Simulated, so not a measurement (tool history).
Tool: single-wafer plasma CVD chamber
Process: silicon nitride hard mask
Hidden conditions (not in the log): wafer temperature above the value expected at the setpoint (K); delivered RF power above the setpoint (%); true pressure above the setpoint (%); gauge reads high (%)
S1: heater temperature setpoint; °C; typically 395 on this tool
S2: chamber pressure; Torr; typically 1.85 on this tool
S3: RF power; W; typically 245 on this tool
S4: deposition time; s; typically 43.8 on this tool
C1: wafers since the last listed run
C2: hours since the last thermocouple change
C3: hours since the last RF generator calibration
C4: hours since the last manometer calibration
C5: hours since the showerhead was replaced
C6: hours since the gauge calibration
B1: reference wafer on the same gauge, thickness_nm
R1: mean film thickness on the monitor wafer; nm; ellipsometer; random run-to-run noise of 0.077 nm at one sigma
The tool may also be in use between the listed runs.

{"run": 1, "day": 0.0, "S1": 395, "S2": 1.85, "S3": 245, "S4": 37.3, "C1": 0, "C2": 1710.9, "C3": 1040.2, "C4": 2291.5, "C5": 4786.6, "C6": 528.5, "B1": 50.778, "R1": 44.134}
{"run": 2, "day": 0.908, "S1": 395, "S2": 1.85, "S3": 285, "S4": 43.8, "C1": 564, "C2": 1732.7, "C3": 1062.0, "C4": 2313.3, "C5": 4808.4, "C6": 550.3, "B1": 50.82, "R1": 59.671}
{"run": 3, "day": 1.504, "S1": 395, "S2": 1.85, "S3": 285, "S4": 43.8, "C1": 370, "C2": 1747.0, "C3": 1076.3, "C4": 2327.6, "C5": 4822.7, "C6": 564.6, "B1": 50.799, "R1": 59.584}
{"run": 4, "day": 2.871, "S1": 395, "S2": 1.85, "S3": 245, "S4": 43.8, "C1": 848, "C2": 1779.8, "C3": 1109.1, "C4": 2360.4, "C5": 4855.5, "C6": 597.4, "B1": 50.807, "R1": 51.827}
{"run": 5, "day": 4.308, "S1": 403, "S2": 1.85, "S3": 245, "S4": 43.8, "C1": 892, "C2": 1814.3, "C3": 1143.6, "C4": 2394.9, "C5": 4890.0, "C6": 631.9, "B1": 50.78, "R1": 51.721}
{"run": 6, "day": 5.158, "S1": 395, "S2": 1.85, "S3": 245, "S4": 43.8, "C1": 527, "C2": 1834.7, "C3": 1164.0, "C4": 2415.3, "C5": 4910.4, "C6": 652.3, "B1": 50.822, "R1": 51.691}
{"day": 5.65, "done": "showerhead replaced"}
{"run": 7, "day": 5.942, "S1": 395, "S2": 1.85, "S3": 245, "S4": 43.8, "C1": 279, "C2": 1853.5, "C3": 1182.8, "C4": 2434.1, "C5": 7.0, "C6": 671.1, "B1": 50.812, "R1": 51.857}
{"day": 6.338, "done": "RF generator calibrated"}
{"run": 8, "day": 7.217, "S1": 395, "S2": 1.85, "S3": 245, "S4": 43.8, "C1": 584, "C2": 1884.1, "C3": 21.1, "C4": 2464.7, "C5": 37.6, "C6": 701.7, "B1": 50.798, "R1": 52.365}
{"run": 9, "day": 7.829, "S1": 395, "S2": 1.85, "S3": 230, "S4": 43.8, "C1": 380, "C2": 1898.8, "C3": 35.8, "C4": 2479.4, "C5": 52.3, "C6": 716.4, "B1": 50.798, "R1": 49.115}
{"day": 8.775, "done": "gauge calibrated"}
{"run": 10, "day": 8.912, "S1": 395, "S2": 1.85, "S3": 230, "S4": 43.8, "C1": 672, "C2": 1924.8, "C3": 61.8, "C4": 2505.4, "C5": 78.3, "C6": 3.3, "B1": 50.782, "R1": 49.068}
{"run": 11, "day": 10.154, "S1": 395, "S2": 1.85, "S3": 245, "S4": 43.8, "C1": 771, "C2": 1954.6, "C3": 91.6, "C4": 2535.2, "C5": 108.1, "C6": 33.1, "B1": 50.777, "R1": 52.163}
{"run": 12, "day": 10.771, "S1": 395, "S2": 1.85, "S3": 245, "S4": 43.8, "C1": 383, "C2": 1969.4, "C3": 106.4, "C4": 2550.0, "C5": 122.9, "C6": 47.9, "B1": 50.804, "R1": 52.267}
{"run": 13, "day": 12.254, "S1": 408, "S2": 2.16, "S3": 245, "S4": 36.4, "C1": 921, "C2": 2005.0, "C3": 142.0, "C4": 2585.6, "C5": 158.5, "C6": 83.5, "B1": 50.778, "R1": 44.398}
{"run": 14, "day": 13.454, "S1": 399, "S2": 2.15, "S3": 205, "S4": 40.2, "C1": 745, "C2": 2033.8, "C3": 170.8, "C4": 2614.4, "C5": 187.3, "C6": 112.3, "B1": 50.81, "R1": 40.839}
{"run": 15, "day": 14.388, "S1": 404, "S2": 2.28, "S3": 285, "S4": 46.2, "C1": 579, "C2": 2056.2, "C3": 193.2, "C4": 2636.8, "C5": 209.7, "C6": 134.7, "B1": 50.82, "R1": 65.787}
{"day": 15.133, "done": "thermocouple changed; heater temperature recalibrated"}
{"run": 16, "day": 15.712, "S1": 406, "S2": 2.13, "S3": 260, "S4": 39.6, "C1": 615, "C2": 13.9, "C3": 225.0, "C4": 2668.6, "C5": 241.5, "C6": 166.5, "B1": 50.776, "R1": 51.072}
{"day": 17.192, "done": "capacitance manometer re-zeroed and calibrated"}
{"run": 17, "day": 17.212, "S1": 395, "S2": 1.85, "S3": 245, "S4": 43.8, "C1": 724, "C2": 49.9, "C3": 261.0, "C4": 0.5, "C5": 277.5, "C6": 202.5, "B1": 50.807, "R1": 51.286}
{"run": 18, "day": 17.504, "S1": 395, "S2": 2.27, "S3": 245, "S4": 39.7, "C1": 181, "C2": 56.9, "C3": 268.0, "C4": 7.5, "C5": 284.5, "C6": 209.5, "B1": 50.798, "R1": 48.586}
{"run": 19, "day": 18.962, "S1": 395, "S2": 1.85, "S3": 245, "S4": 43.8, "C1": 905, "C2": 91.9, "C3": 303.0, "C4": 42.5, "C5": 319.5, "C6": 244.5, "B1": 50.813, "R1": 51.346}
{"run": 20, "day": 19.933, "S1": 395, "S2": 1.85, "S3": 245, "S4": 51.7, "C1": 603, "C2": 115.2, "C3": 326.3, "C4": 65.8, "C5": 342.8, "C6": 267.8, "B1": 50.826, "R1": 60.354}
{"run": 21, "day": 20.654, "S1": 395, "S2": 1.85, "S3": 245, "S4": 43.8, "C1": 447, "C2": 132.5, "C3": 343.6, "C4": 83.1, "C5": 360.1, "C6": 285.1, "B1": 50.82, "R1": 51.294}
{"run": 22, "day": 21.771, "S1": 395, "S2": 1.85, "S3": 245, "S4": 43.8, "C1": 693, "C2": 159.3, "C3": 370.4, "C4": 109.9, "C5": 386.9, "C6": 311.9, "B1": 50.799, "R1": 51.421}
{"run": 23, "day": 22.962, "S1": 395, "S2": 1.54, "S3": 280, "S4": 43.8, "C1": 740, "C2": 187.9, "C3": 399.0, "C4": 138.5, "C5": 415.5, "C6": 340.5, "B1": 50.782, "R1": 55.889}
{"run": 24, "day": 24.196, "S1": 395, "S2": 1.85, "S3": 245, "S4": 48.0, "C1": 766, "C2": 217.5, "C3": 428.6, "C4": 168.1, "C5": 445.1, "C6": 370.1, "B1": 50.779, "R1": 56.019}
{"run": 25, "day": 25.321, "S1": 395, "S2": 1.85, "S3": 245, "S4": 43.8, "C1": 698, "C2": 244.5, "C3": 455.6, "C4": 195.1, "C5": 472.1, "C6": 397.1, "B1": 50.805, "R1": 51.224}
{"run": 26, "day": 26.392, "S1": 395, "S2": 1.85, "S3": 245, "S4": 43.8, "C1": 665, "C2": 270.2, "C3": 481.3, "C4": 220.8, "C5": 497.8, "C6": 422.8, "B1": 50.809, "R1": 51.185}
{"run": 27, "day": 26.892, "S1": 408, "S2": 1.85, "S3": 245, "S4": 49.5, "C1": 310, "C2": 282.2, "C3": 493.3, "C4": 232.8, "C5": 509.8, "C6": 434.8, "B1": 50.818, "R1": 57.602}
{"run": 28, "day": 28.142, "S1": 395, "S2": 2.31, "S3": 225, "S4": 43.8, "C1": 776, "C2": 312.2, "C3": 523.3, "C4": 262.8, "C5": 539.8, "C6": 464.8, "B1": 50.798, "R1": 49.221}
{"run": 29, "day": 29.292, "S1": 395, "S2": 1.67, "S3": 245, "S4": 43.8, "C1": 714, "C2": 339.8, "C3": 550.9, "C4": 290.4, "C5": 567.4, "C6": 492.4, "B1": 50.805, "R1": 50.065}
{"run": 30, "day": 29.808, "S1": 386, "S2": 2.28, "S3": 295, "S4": 43.8, "C1": 320, "C2": 352.2, "C3": 563.3, "C4": 302.8, "C5": 579.8, "C6": 504.8, "B1": 50.792, "R1": 63.468}

Results per run with the tool's hidden condition removed, run-to-run variation unchanged:
run=1 R1=44.006
run=2 R1=59.467
run=3 R1=59.377
run=4 R1=51.663
run=5 R1=51.549
run=6 R1=51.515
run=7 R1=51.677
run=8 R1=51.683
run=9 R1=48.494
run=10 R1=48.471
run=11 R1=51.546
run=12 R1=51.661
run=13 R1=43.953
run=14 R1=40.454
run=15 R1=65.154
run=16 R1=50.608
run=17 R1=51.633
run=18 R1=48.914
run=19 R1=51.708
run=20 R1=60.788
run=21 R1=51.668
run=22 R1=51.802
run=23 R1=56.293
run=24 R1=56.446
run=25 R1=51.618
run=26 R1=51.582
run=27 R1=58.049
run=28 R1=49.630
run=29 R1=50.456
run=30 R1=63.931
